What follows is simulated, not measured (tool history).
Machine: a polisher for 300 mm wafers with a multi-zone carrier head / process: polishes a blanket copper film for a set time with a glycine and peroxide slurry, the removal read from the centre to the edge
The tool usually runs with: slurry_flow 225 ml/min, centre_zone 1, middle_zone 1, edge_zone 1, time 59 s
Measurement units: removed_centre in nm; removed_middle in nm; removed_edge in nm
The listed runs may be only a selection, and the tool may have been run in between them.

run    hour  slurry_flow  centre_zone  middle_zone  edge_zone  time  incoming thickness of the incoming film, nm  removed_centre  removed_middle  removed_edge
  1       0          225            1            1          1    59                                       1375.4           458.6           448.6         477.4
        4.7  -- worn pad replaced by a new one
  2    66.5          225         1.03            1          1    59                                       1421.7             525           507.1         518.9
  3     153          185         1.09            1          1    59                                       1370.8           531.2           490.5         505.4
  4   219.1          285            1         1.09          1    59                                       1394.7           515.1           523.4         513.8
      269.3  -- worn pad replaced by a new one
  5   291.2          285            1         1.09          1    59                                       1410.9             527           559.8         529.1
  6   449.3          225            1            1          1    59                                       1418.5           496.3           501.6         498.3
  7     539          225            1            1          1    59                                       1387.1           485.2           476.9         486.4
      572.3  -- centre zone pressure recalibrated
        623  -- worn pad replaced by a new one
  8     633          225            1            1          1    59                                       1403.3           522.7           500.8         515.4
  9   676.6          225            1            1          1    59                                       1402.7           509.8           492.7         514.1
        716  -- slurry nozzle cleaned
 10   717.5          185            1            1          1    59                                       1402.7           501.5             485         509.9
      737.7  -- carrier head's membrane replaced by a new one
      801.6  -- edge zone pressure recalibrated
 11   824.9          225            1         1.05          1    51                                       1381.6           423.5           443.4         432.8
 12   908.7          225            1         0.89          1    53                                       1401.8           419.4           389.5         434.1
      944.4  -- worn pad replaced by a new one
 13   971.3          225            1         1.07          1    59                                       1384.8           520.2           549.9         523.6
 14    1176          225            1            1          1    59                                       1397.7           488.7           494.2         496.7
     1224.3  -- worn pad replaced by a new one
 15    1235          295            1            1          1    59                                       1389.4           514.7           515.3         532.4
 16    1272          270            1            1          1    59                                       1380.7           524.9           521.7         523.3
 17  1314.6          225            1            1          1    59                                       1414.1           518.1           507.9         519.9
 18  1398.4          225            1            1          1    59                                       1423.2           491.8           488.2         514.3
       1432  -- slurry nozzle cleaned
     1470.7  -- edge zone pressure recalibrated
 19  1482.2          225         1.05         1.05          1    59                                       1374.8           517.2           503.7         491.8
       1541  -- carrier head's membrane replaced by a new one
 20  1541.5          225            1            1        0.9    59                                       1393.9           474.3           462.4         466.1

Each row is a separate what-if for the run after 20, all from the same tool condition, not one after another. Results?
  A  1541.9          225            1            1          1    59                                       1406.7               ?               ?             ?
  B  1541.9          165            1            1          1    59                                       1406.7               ?               ?             ?
  C  1541.9          225         0.93            1          1    59                                       1406.7               ?               ?             ?
  D  1541.9          305         0.94          0.9       0.97    59                                       1406.7               ?               ?             ?
  E  1541.9          225         0.93            1       0.93    59                                       1406.7               ?               ?             ?

run  removed_centre  removed_middle  removed_edge
  A           488.6           475.5         482.1
  B           466.4           456.2         467.6
  C           454.1           475.7         482.1
  D           475.2           449.6         487.9
  E           454.1           475.8         467.3
With no hidden state in the tool, these same runs would have given:
run  removed_centre  removed_middle  removed_edge
  A           529.5           515.3         522.4
  B           505.4           494.4         506.7
  C           492.1           515.5         522.4
  D           514.9           487.2         528.8
  E           492.1           515.6         506.4

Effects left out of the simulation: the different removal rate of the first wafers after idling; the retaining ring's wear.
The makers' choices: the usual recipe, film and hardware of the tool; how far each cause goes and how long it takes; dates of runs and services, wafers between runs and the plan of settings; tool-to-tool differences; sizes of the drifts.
